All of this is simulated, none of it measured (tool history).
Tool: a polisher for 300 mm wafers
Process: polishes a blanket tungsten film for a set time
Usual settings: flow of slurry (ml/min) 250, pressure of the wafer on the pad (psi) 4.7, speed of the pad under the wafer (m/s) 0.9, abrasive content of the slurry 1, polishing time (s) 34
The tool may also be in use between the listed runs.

run,hour,flow of slurry (ml/min),pressure of the wafer on the pad (psi),speed of the pad under the wafer (m/s),abrasive content of the slurry,polishing time (s),"incoming thickness of the incoming film, nm",film removed (angstrom)
1,0,250,4.7,0.9,1,34,620.5,1579
2,23.6,250,4.7,0.9,1,34,614.5,1633
3,45.6,250,4.7,0.9,1,34,607.9,1582
4,74.7,250,4.7,0.9,1,34,612.3,1576
5,105.4,250,4.7,0.9,1,34,603.3,1639
6,117.5,250,4.7,0.9,1,34,618.7,1609
7,142.3,250,4.7,0.9,1,34,602.6,1583
8,156.1,250,4.7,0.9,1,34,605.1,1611
9,179.4,250,4.7,0.9,1,34,607.9,1541
10,189.2,210,4.1,0.9,1.3,42,610.9,1843
11,215.7,250,4.7,1.08,1.15,34,610.2,2034
12,283,250,4.7,0.9,1,34,610.9,1548
13,298.8,305,4.7,0.9,0.9,43,612.3,1935
14,332.1,210,3.2,0.78,0.85,34,614.2,871
15,345.6,250,4.1,0.9,1,39,620.5,1575
16,377.4,210,4.7,0.72,1.1,44,606.7,1658
17,408,210,4.7,0.72,1.1,44,615.9,1628
18,426.2,275,4.7,0.9,1,29,605.5,1355

Taken out of this log: 16 entries between the listed runs. Where each belongs, and how the hidden state differs across it:
Between runs 1 and 2: slurry tank refilled with fresh slurry and peroxide (hour 9.6); worn pad replaced by a new one (hour 16.2)
  peroxide lost from the slurry, %: 13.7 -> 4.89
  measured less the result without the state, film removed (angstrom): -92 -> -31
Between runs 3 and 4: slurry blender recalibrated (hour 57.3)
  peroxide lost from the slurry, %: 8.83 -> 11.4
  measured less the result without the state, film removed (angstrom): -57 -> -76
Between runs 4 and 5: worn pad replaced by a new one (hour 104.9); slurry tank refilled with fresh slurry and peroxide (hour 104.9)
  peroxide lost from the slurry, %: 11.4 -> 0.367
  measured less the result without the state, film removed (angstrom): -76 -> -2
Between runs 8 and 9: slurry blender recalibrated (hour 174.3); worn pad replaced by a new one (hour 178.9)
  peroxide lost from the slurry, %: 9.85 -> 11.3
  measured less the result without the state, film removed (angstrom): -65 -> -73
Between runs 10 and 11: slurry tank refilled with fresh slurry and peroxide (hour 210.5)
  peroxide lost from the slurry, %: 11.7 -> 2.52
  measured less the result without the state, film removed (angstrom): -90 -> -20
Between runs 11 and 12: head pressure recalibrated (hour 224.7); worn pad replaced by a new one (hour 254.8); slurry blender recalibrated (hour 274.1)
  peroxide lost from the slurry, %: 2.52 -> 11.8
  measured less the result without the state, film removed (angstrom): -20 -> -76
Between runs 12 and 13: slurry nozzle cleaned (hour 293.1)
  peroxide lost from the slurry, %: 11.8 -> 12.4
  measured less the result without the state, film removed (angstrom): -76 -> -102
Between runs 13 and 14: slurry tank refilled with fresh slurry and peroxide (hour 322.2); worn pad replaced by a new one (hour 331.6)
  peroxide lost from the slurry, %: 12.4 -> 4.63
  measured less the result without the state, film removed (angstrom): -102 -> -16
Between runs 16 and 17: slurry blender recalibrated (hour 384.7); worn pad replaced by a new one (hour 407)
  peroxide lost from the slurry, %: 11.6 -> 13.1
  measured less the result without the state, film removed (angstrom): -80 -> -91

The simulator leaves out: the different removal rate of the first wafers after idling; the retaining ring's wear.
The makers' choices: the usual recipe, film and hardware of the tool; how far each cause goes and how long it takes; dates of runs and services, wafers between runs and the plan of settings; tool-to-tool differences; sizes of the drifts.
